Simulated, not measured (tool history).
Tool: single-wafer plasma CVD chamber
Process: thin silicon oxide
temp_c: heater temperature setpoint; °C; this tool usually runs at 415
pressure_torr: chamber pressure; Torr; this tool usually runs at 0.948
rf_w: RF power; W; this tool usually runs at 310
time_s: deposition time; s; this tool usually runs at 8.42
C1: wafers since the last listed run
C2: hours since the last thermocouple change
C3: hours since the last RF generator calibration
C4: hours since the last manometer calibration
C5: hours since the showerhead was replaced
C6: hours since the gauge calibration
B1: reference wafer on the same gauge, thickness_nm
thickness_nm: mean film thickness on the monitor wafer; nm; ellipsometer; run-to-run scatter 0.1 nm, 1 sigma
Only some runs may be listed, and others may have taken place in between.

run 1 hour=0 | temp_c=415 pressure_torr=0.779 rf_w=310 time_s=8.42 | C1=0 C2=1607.3 C3=310.9 C4=51.8 C5=4178.7 C6=2408.4 | B1=19.292 | thickness_nm=14.891
-- hour=55.4 showerhead replaced
run 2 hour=84.9 | temp_c=415 pressure_torr=1.062 rf_w=310 time_s=9.07 | C1=1857 C2=1692.2 C3=395.8 C4=136.7 C5=29.5 C6=2493.3 | B1=19.306 | thickness_nm=20.689
run 3 hour=190.8 | temp_c=415 pressure_torr=1.062 rf_w=310 time_s=9.07 | C1=2557 C2=1798.1 C3=501.7 C4=242.6 C5=135.4 C6=2599.2 | B1=19.306 | thickness_nm=20.544
run 4 hour=230.3 | temp_c=415 pressure_torr=0.948 rf_w=310 time_s=8.42 | C1=954 C2=1837.6 C3=541.2 C4=282.1 C5=174.9 C6=2638.7 | B1=19.318 | thickness_nm=17.547
run 5 hour=359.2 | temp_c=415 pressure_torr=0.948 rf_w=310 time_s=8.42 | C1=3113 C2=1966.5 C3=670.1 C4=411 C5=303.8 C6=2767.6 | B1=19.301 | thickness_nm=17.443
run 6 hour=408.7 | temp_c=403 pressure_torr=0.948 rf_w=265 time_s=8.42 | C1=1195 C2=2016 C3=719.6 C4=460.5 C5=353.3 C6=2817.1 | B1=19.297 | thickness_nm=16.507
-- hour=428.9 thermocouple changed; heater temperature recalibrated
run 7 hour=459.5 | temp_c=403 pressure_torr=0.948 rf_w=265 time_s=8.42 | C1=1033 C2=30.6 C3=770.4 C4=511.3 C5=404.1 C6=2867.9 | B1=19.286 | thickness_nm=16.434
run 8 hour=547.3 | temp_c=403 pressure_torr=0.948 rf_w=265 time_s=8.42 | C1=2120 C2=118.4 C3=858.2 C4=599.1 C5=491.9 C6=2955.7 | B1=19.317 | thickness_nm=16.426
-- hour=655.2 RF generator calibrated
run 9 hour=655.7 | temp_c=425 pressure_torr=0.948 rf_w=325 time_s=8.42 | C1=2424 C2=226.8 C3=0.5 C4=707.5 C5=600.3 C6=3064.1 | B1=19.288 | thickness_nm=18.17
-- hour=663.4 gauge calibrated
run 10 hour=690.9 | temp_c=415 pressure_torr=0.84 rf_w=310 time_s=9.58 | C1=850 C2=262 C3=35.7 C4=742.7 C5=635.5 C6=27.5 | B1=19.286 | thickness_nm=18.335
run 11 hour=752 | temp_c=422 pressure_torr=1.151 rf_w=270 time_s=7.38 | C1=1475 C2=323.1 C3=96.8 C4=803.8 C5=696.6 C6=88.6 | B1=19.274 | thickness_nm=16.889
run 12 hour=820.1 | temp_c=415 pressure_torr=0.948 rf_w=355 time_s=8.42 | C1=1644 C2=391.2 C3=164.9 C4=871.9 C5=764.7 C6=156.7 | B1=19.313 | thickness_nm=18.817
run 13 hour=868.6 | temp_c=415 pressure_torr=0.769 rf_w=310 time_s=8.42 | C1=1171 C2=439.7 C3=213.4 C4=920.4 C5=813.2 C6=205.2 | B1=19.29 | thickness_nm=14.86
run 14 hour=938.8 | temp_c=415 pressure_torr=0.948 rf_w=310 time_s=7.95 | C1=1695 C2=509.9 C3=283.6 C4=990.6 C5=883.4 C6=275.4 | B1=19.301 | thickness_nm=16.886
run 15 hour=1018.7 | temp_c=415 pressure_torr=0.948 rf_w=310 time_s=8.42 | C1=1929 C2=589.8 C3=363.5 C4=1070.5 C5=963.3 C6=355.3 | B1=19.317 | thickness_nm=17.81
run 16 hour=1055.8 | temp_c=430 pressure_torr=0.948 rf_w=310 time_s=9.26 | C1=896 C2=626.9 C3=400.6 C4=1107.6 C5=1000.4 C6=392.4 | B1=19.292 | thickness_nm=19.385
run 17 hour=1110.5 | temp_c=415 pressure_torr=0.948 rf_w=310 time_s=8.42 | C1=1321 C2=681.6 C3=455.3 C4=1162.3 C5=1055.1 C6=447.1 | B1=19.302 | thickness_nm=17.633
run 18 hour=1190.9 | temp_c=415 pressure_torr=0.948 rf_w=310 time_s=7.99 | C1=1941 C2=762 C3=535.7 C4=1242.7 C5=1135.5 C6=527.5 | B1=19.319 | thickness_nm=16.963
-- hour=1267.8 capacitance manometer re-zeroed and calibrated
run 19 hour=1284.5 | temp_c=419 pressure_torr=0.854 rf_w=275 time_s=10.03 | C1=2067 C2=855.6 C3=629.3 C4=16.7 C5=1229.1 C6=621.1 | B1=19.264 | thickness_nm=18.179
run 20 hour=1366.4 | temp_c=415 pressure_torr=0.948 rf_w=310 time_s=8.42 | C1=1978 C2=937.5 C3=711.2 C4=98.6 C5=1311 C6=703 | B1=19.334 | thickness_nm=17.668
run 21 hour=1404.7 | temp_c=425 pressure_torr=1.083 rf_w=370 time_s=7.24 | C1=925 C2=975.8 C3=749.5 C4=136.9 C5=1349.3 C6=741.3 | B1=19.293 | thickness_nm=17.485
run 22 hour=1497.7 | temp_c=415 pressure_torr=0.948 rf_w=250 time_s=8.42 | C1=2246 C2=1068.8 C3=842.5 C4=229.9 C5=1442.3 C6=834.3 | B1=19.316 | thickness_nm=15.96
-- hour=1577.2 RF generator calibrated
run 23 hour=1588 | temp_c=415 pressure_torr=0.948 rf_w=310 time_s=8.42 | C1=1987 C2=1159.1 C3=10.8 C4=320.2 C5=1532.6 C6=924.6 | B1=19.309 | thickness_nm=17.839
run 24 hour=1638.3 | temp_c=415 pressure_torr=1.175 rf_w=310 time_s=8.42 | C1=1214 C2=1209.4 C3=61.1 C4=370.5 C5=1582.9 C6=974.9 | B1=19.314 | thickness_nm=20.73
run 25 hour=1685.6 | temp_c=415 pressure_torr=1.012 rf_w=290 time_s=8.42 | C1=1142 C2=1256.7 C3=108.4 C4=417.8 C5=1630.2 C6=1022.2 | B1=19.305 | thickness_nm=18.138
run 26 hour=1763.2 | temp_c=415 pressure_torr=0.948 rf_w=310 time_s=8.42 | C1=1874 C2=1334.3 C3=186 C4=495.4 C5=1707.8 C6=1099.8 | B1=19.276 | thickness_nm=17.75
run 27 hour=1836.5 | temp_c=421 pressure_torr=1.072 rf_w=370 time_s=8.42 | C1=1770 C2=1407.6 C3=259.3 C4=568.7 C5=1781.1 C6=1173.1 | B1=19.282 | thickness_nm=20.337
run 28 hour=1901.2 | temp_c=415 pressure_torr=0.948 rf_w=310 time_s=8.42 | C1=1562 C2=1472.3 C3=324 C4=633.4 C5=1845.8 C6=1237.8 | B1=19.309 | thickness_nm=17.72

Consider 4 possible next runs. They are alternatives, not a sequence: every one starts from the tool as it was left by run 28. What does each give?
run A hour=1901.6 | temp_c=415 pressure_torr=0.948 rf_w=310 time_s=8.42 | C1=9 C2=1472.7 C3=324.4 C4=633.8 C5=1846.2 C6=1238.2 | B1=? | thickness_nm=?
run B hour=1901.6 | temp_c=415 pressure_torr=0.948 rf_w=365 time_s=10.08 | C1=9 C2=1472.7 C3=324.4 C4=633.8 C5=1846.2 C6=1238.2 | B1=? | thickness_nm=?
run C hour=1901.6 | temp_c=415 pressure_torr=0.948 rf_w=310 time_s=9.89 | C1=9 C2=1472.7 C3=324.4 C4=633.8 C5=1846.2 C6=1238.2 | B1=? | thickness_nm=?
run D hour=1901.6 | temp_c=402 pressure_torr=1.11 rf_w=310 time_s=8.95 | C1=9 C2=1472.7 C3=324.4 C4=633.8 C5=1846.2 C6=1238.2 | B1=? | thickness_nm=?

run=A B1=19.316 thickness_nm=17.702
run=B B1=19.316 thickness_nm=22.513
run=C B1=19.316 thickness_nm=20.784
run=D B1=19.316 thickness_nm=21.167
Stripped of hidden state, with their random variation kept, the same runs would have yielded:
run=A thickness_nm=17.919
run=B thickness_nm=22.777
run=C thickness_nm=21.039
run=D thickness_nm=21.427

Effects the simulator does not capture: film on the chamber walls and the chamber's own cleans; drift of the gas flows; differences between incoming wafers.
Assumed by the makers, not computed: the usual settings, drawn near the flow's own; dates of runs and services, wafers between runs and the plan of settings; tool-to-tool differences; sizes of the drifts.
